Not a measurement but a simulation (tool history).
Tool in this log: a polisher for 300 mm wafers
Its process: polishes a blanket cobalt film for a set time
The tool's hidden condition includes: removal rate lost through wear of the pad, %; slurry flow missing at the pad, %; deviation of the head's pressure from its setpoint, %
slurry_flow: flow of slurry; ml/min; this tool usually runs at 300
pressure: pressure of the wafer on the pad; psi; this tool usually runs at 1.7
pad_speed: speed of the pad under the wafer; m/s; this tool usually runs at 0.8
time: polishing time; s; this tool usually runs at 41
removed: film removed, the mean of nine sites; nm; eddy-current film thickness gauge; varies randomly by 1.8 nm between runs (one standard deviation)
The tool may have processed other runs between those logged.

| run | hour | slurry_flow | pressure | pad_speed | time | wafers since the last listed run | wafers polished on this pad | hours since the slurry nozzle was cleaned | hours since the head pressure was calibrated | incoming thickness of the incoming film, nm | removed |
|---|---|---|---|---|---|---|---|---|---|---|---|
| 1 | 0 | 300 | 1.7 | 0.8 | 41 | 0 | 1025 | 133.4 | 318.3 | 1289.6 | 159.9 |
| 2 | 68.1 | 300 | 1.7 | 0.8 | 41 | 486 | 1512 | 201.5 | 386.4 | 1284.3 | 164.2 |
| 3 | 117.5 | 300 | 1.7 | 0.8 | 41 | 352 | 1864 | 250.9 | 435.8 | 1295.1 | 161 |
|  | 224.1 | worn pad replaced by a new one |
| 4 | 224.6 | 300 | 1.7 | 0.8 | 41 | 736 | 3 | 358 | 542.9 | 1313.2 | 155.6 |
| 5 | 312.6 | 300 | 1.7 | 0.8 | 41 | 628 | 632 | 446 | 630.9 | 1302.3 | 159.3 |
|  | 338.7 | slurry nozzle cleaned |
| 6 | 363.7 | 300 | 1.7 | 0.7 | 32 | 357 | 989 | 25 | 682 | 1292.6 | 107.8 |
|  | 545.7 | worn pad replaced by a new one |
|  | 579.3 | head pressure recalibrated |
| 7 | 664.5 | 300 | 1.7 | 0.7 | 32 | 2105 | 834 | 325.8 | 85.2 | 1311.9 | 113.1 |
| 8 | 744.8 | 300 | 1.7 | 0.7 | 32 | 573 | 1407 | 406.1 | 165.5 | 1312.4 | 113.3 |
| 9 | 801.7 | 300 | 1.4 | 0.9 | 41 | 406 | 1814 | 463 | 222.4 | 1303.7 | 147.6 |
|  | 818 | slurry nozzle cleaned |
| 10 | 869.1 | 300 | 1.4 | 0.9 | 41 | 474 | 2288 | 51.1 | 289.8 | 1305.1 | 143.1 |
|  | 896.9 | worn pad replaced by a new one |
| 11 | 906.9 | 300 | 1.7 | 1 | 41 | 241 | 71 | 88.9 | 327.6 | 1310 | 188.8 |
| 12 | 956.9 | 300 | 1.7 | 0.98 | 35 | 357 | 428 | 138.9 | 377.6 | 1295.2 | 162.4 |
| 13 | 1019.1 | 380 | 1.5 | 0.8 | 41 | 444 | 872 | 201.1 | 439.8 | 1304.2 | 140.8 |
| 14 | 1061.5 | 250 | 1.5 | 0.8 | 41 | 302 | 1175 | 243.5 | 482.2 | 1300.8 | 137.2 |
| 15 | 1115 | 300 | 2.2 | 0.98 | 41 | 382 | 1557 | 297 | 535.7 | 1330.5 | 240.4 |
| 16 | 1187.8 | 300 | 1.7 | 0.8 | 41 | 519 | 2077 | 369.8 | 608.5 | 1316.7 | 153.3 |
| 17 | 1233.8 | 220 | 2.2 | 0.9 | 45 | 328 | 2406 | 415.8 | 654.5 | 1302.9 | 232.5 |
|  | 1268.9 | worn pad replaced by a new one |
| 18 | 1311.4 | 300 | 1.5 | 0.8 | 41 | 525 | 303 | 493.4 | 732.1 | 1294 | 135.6 |
|  | 1342.6 | slurry nozzle cleaned |
| 19 | 1387 | 235 | 1.7 | 0.64 | 41 | 532 | 836 | 44.4 | 807.7 | 1307.3 | 125.5 |
| 20 | 1450.3 | 300 | 1.7 | 0.7 | 32 | 452 | 1288 | 107.7 | 871 | 1333 | 103.1 |
| 21 | 1499.4 | 355 | 1.4 | 0.8 | 41 | 350 | 1639 | 156.8 | 920.1 | 1327.5 | 123.3 |
| 22 | 1582.7 | 300 | 2 | 0.8 | 41 | 594 | 2234 | 240.1 | 1003.4 | 1312.9 | 171 |
|  | 1624.4 | worn pad replaced by a new one |
| 23 | 1643.7 | 300 | 1.7 | 0.8 | 41 | 407 | 137 | 301.1 | 1064.4 | 1304.3 | 139.1 |

Branching from run 23: 3 alternative next runs. What would each branch give?
| A | 1644.1 | 300 | 1.7 | 0.8 | 41 | 2 | 140 | 301.5 | 1064.8 | 1289.4 | ? |
| B | 1644.1 | 355 | 2.1 | 0.7 | 52 | 2 | 140 | 301.5 | 1064.8 | 1289.4 | ? |
| C | 1644.1 | 250 | 1.7 | 0.8 | 41 | 2 | 140 | 301.5 | 1064.8 | 1289.4 | ? |

| run | removed |
|---|---|
| A | 142.6 |
| B | 202.8 |
| C | 139.8 |
What these runs would have given with no unlogged condition in the tool:
| run | removed |
|---|---|
| A | 163.6 |
| B | 232.5 |
| C | 160.4 |
